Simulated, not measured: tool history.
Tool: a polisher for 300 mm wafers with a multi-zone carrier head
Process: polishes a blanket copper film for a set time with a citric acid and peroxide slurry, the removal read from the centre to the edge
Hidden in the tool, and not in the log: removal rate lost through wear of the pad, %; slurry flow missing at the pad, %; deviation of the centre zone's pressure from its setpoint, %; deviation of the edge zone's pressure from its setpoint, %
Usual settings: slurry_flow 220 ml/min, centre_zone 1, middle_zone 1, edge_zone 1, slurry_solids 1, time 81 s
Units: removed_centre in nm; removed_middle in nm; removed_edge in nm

run,hour,slurry_flow,centre_zone,middle_zone,edge_zone,slurry_solids,time,wafers since the last listed run,wafers polished on this pad,hours since the slurry nozzle was cleaned,hours since the centre zone pressure was calibrated,hours since the edge zone pressure was calibrated,hours since the carrier head's membrane was replaced,"incoming thickness of the incoming film, nm",removed_centre,removed_middle,removed_edge
1,0,200,1,1,1,1,81,0,2381,617.8,5.8,28.8,939.5,597.2,222.5,223.7,234.7
# hour 5.6: worn pad replaced by a new one
# hour 17.9: carrier head's membrane replaced by a new one
2,96.9,200,1,1,1,1,81,604,593,714.7,102.7,125.7,79,597.8,215.8,223.4,226.8
# hour 190.5: slurry nozzle cleaned
3,284.1,200,1,1,1,1,81,1279,1873,93.6,289.9,312.9,266.2,583.6,202.6,229.7,231.4
# hour 348.8: worn pad replaced by a new one, of another model than before
4,378.5,220,1,1,1,1,81,621,203,188,384.3,407.3,360.6,603.4,204.4,226.7,231.5
# hour 402: centre zone pressure recalibrated
5,471.5,220,1,1,1,1,81,625,829,281,69.5,500.3,453.6,593,222.3,233,231.8
6,514.2,220,1,1,1,1,81,293,1122,323.7,112.2,543,496.3,581.1,217.4,232.6,232.2
7,564.1,220,0.93,1,1,1,81,342,1465,373.6,162.1,592.9,546.2,591.1,206.1,233.1,229.5
8,601.2,220,1,1,1,1,81,255,1720,410.7,199.2,630,583.3,585.9,217.4,232.4,231.8
9,671.2,220,1,1,1,1,81,481,2202,480.7,269.2,700,653.3,587.1,212.4,229.3,231
# hour 713.6: edge zone pressure recalibrated
# hour 744.5: worn pad replaced by a new one
10,746.1,220,0.95,1,1,1,81,473,10,555.6,344.1,32.5,728.2,591.5,196.3,233.9,233.8
11,809.9,220,1,1,1.09,1,69,438,449,619.4,407.9,96.3,792,598.6,180,198.7,205.4
# hour 836.9: centre zone pressure recalibrated
# hour 858.7: carrier head's membrane replaced by a new one
12,896.1,220,1,1,1,0.7,58,544,993,705.6,59.2,182.5,37.4,584.2,146.1,152,149.5
# hour 916.2: slurry nozzle cleaned
13,967.1,220,1,1.1,1,1.1,81,481,1474,50.9,130.2,253.5,108.4,596.1,214.4,252.1,234.6
# hour 1050: worn pad replaced by a new one
14,1064.4,165,1,0.93,1,1,81,641,98,148.2,227.5,350.8,205.7,593.1,197.8,215,226.4
15,1141.7,220,1,1,1,1,81,531,630,225.5,304.8,428.1,283,590.1,200.4,233,230.5
16,1197.2,220,1,1.12,1,1,92,381,1011,281,360.3,483.6,338.5,583.4,229.3,282.7,267.9
# hour 1226.5: centre zone pressure recalibrated
17,1248,220,1,1,1.05,1.2,81,335,1347,331.8,21.5,534.4,389.3,591,241.2,243.3,248.5
18,1304.1,220,1,1,1,1,81,385,1732,387.9,77.6,590.5,445.4,597.5,215.3,226.5,234
# hour 1377.7: edge zone pressure recalibrated
19,1397.6,220,1,1,0.92,1,81,628,2361,481.4,171.1,19.9,538.9,590.7,210.8,230,223.3
# hour 1421.4: worn pad replaced by a new one
20,1470.3,220,1,1,1,1,81,472,336,554.1,243.8,92.6,611.6,582.1,208.8,228.9,233.1
21,1526.3,220,1,1,1,1,81,384,721,610.1,299.8,148.6,667.6,585.4,208.7,231.2,226.9

4 ways to go on from here, each from the tool as it stands after run 21. What would each give?
A,1526.8,220,1,1,1,1.2,81,3,724,610.6,300.3,149.1,668.1,592.7,?,?,?
B,1526.8,220,1.11,1,0.94,1,89,3,724,610.6,300.3,149.1,668.1,592.7,?,?,?
C,1526.8,160,1,0.94,1,1,73,3,724,610.6,300.3,149.1,668.1,592.7,?,?,?
D,1526.8,220,1,1.03,1,1,81,3,724,610.6,300.3,149.1,668.1,592.7,?,?,?

run,removed_centre,removed_middle,removed_edge
A,215.6,234.4,244.2
B,251.6,245.9,248.8
C,179.5,188.9,205.8
D,206,227.9,233.2
Without the tool's hidden state the same runs would have given:
run,removed_centre,removed_middle,removed_edge
A,243.2,234.3,244.2
B,283.5,245.7,248.8
C,202.5,188.8,205.8
D,232.3,227.7,233.1
